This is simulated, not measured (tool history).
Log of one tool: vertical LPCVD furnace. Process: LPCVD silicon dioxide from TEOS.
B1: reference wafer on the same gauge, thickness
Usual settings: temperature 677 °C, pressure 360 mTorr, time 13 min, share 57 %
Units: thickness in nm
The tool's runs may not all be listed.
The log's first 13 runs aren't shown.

run 14 hour=181 | temperature=677 pressure=310 time=9.5 share=57 | B1=49.94 | thickness=41.36
run 15 hour=194.5 | temperature=686 pressure=400 time=18 share=65 | B1=49.87 | thickness=118.16
run 16 hour=204.1 | temperature=677 pressure=420 time=13 share=57 | B1=50 | thickness=65.68
-- hour=231.6 TEOS flow controller replaced
run 17 hour=232.1 | temperature=668 pressure=360 time=13 share=57 | B1=49.98 | thickness=49.19
run 18 hour=235.6 | temperature=682 pressure=360 time=9.5 share=57 | B1=49.95 | thickness=50.43
run 19 hour=242.5 | temperature=672 pressure=405 time=8.5 share=52 | B1=49.94 | thickness=35.82
run 20 hour=249.4 | temperature=674 pressure=360 time=8 share=65 | B1=49.89 | thickness=37.43
-- hour=249.9 gauge calibrated
run 21 hour=264.2 | temperature=673 pressure=405 time=11.5 share=46 | B1=49.95 | thickness=46.52
run 22 hour=281.7 | temperature=667 pressure=315 time=16 share=64 | B1=49.85 | thickness=58.45
-- hour=322.1 thermocouples replaced and temperature profile calibrated
-- hour=333.1 pressure gauge zeroed
run 23 hour=333.6 | temperature=677 pressure=360 time=13 share=57 | B1=49.88 | thickness=55.68
run 24 hour=337.1 | temperature=682 pressure=300 time=16.5 share=64 | B1=49.95 | thickness=76.76
run 25 hour=340.6 | temperature=677 pressure=360 time=13 share=57 | B1=50 | thickness=55.75
run 26 hour=353.4 | temperature=680 pressure=325 time=13 share=57 | B1=49.9 | thickness=56.47
run 27 hour=370.8 | temperature=672 pressure=415 time=15.5 share=68 | B1=49.91 | thickness=68.88
run 28 hour=409.7 | temperature=677 pressure=360 time=13 share=46 | B1=49.91 | thickness=50.26
run 29 hour=424.4 | temperature=677 pressure=360 time=13 share=57 | B1=49.89 | thickness=56.18
run 30 hour=440.1 | temperature=677 pressure=430 time=13 share=57 | B1=49.87 | thickness=61.15
run 31 hour=449.5 | temperature=677 pressure=320 time=13 share=52 | B1=49.95 | thickness=50.59

4 ways to go on from here, each from the tool as it stands after run 31. What would each give?
run A hour=453.1 | temperature=677 pressure=360 time=13 share=57 | B1=? | thickness=?
run B hour=453.1 | temperature=667 pressure=395 time=13 share=57 | B1=? | thickness=?
run C hour=453.1 | temperature=677 pressure=360 time=11.5 share=57 | B1=? | thickness=?
run D hour=453.1 | temperature=677 pressure=360 time=14.5 share=57 | B1=? | thickness=?

run=A B1=49.92 thickness=56.02
run=B B1=49.92 thickness=45.87
run=C B1=49.92 thickness=49.55
run=D B1=49.92 thickness=62.48
Without the tool's hidden state the same runs would have given:
run=A thickness=54.49
run=B thickness=44.6
run=C thickness=48.2
run=D thickness=60.78
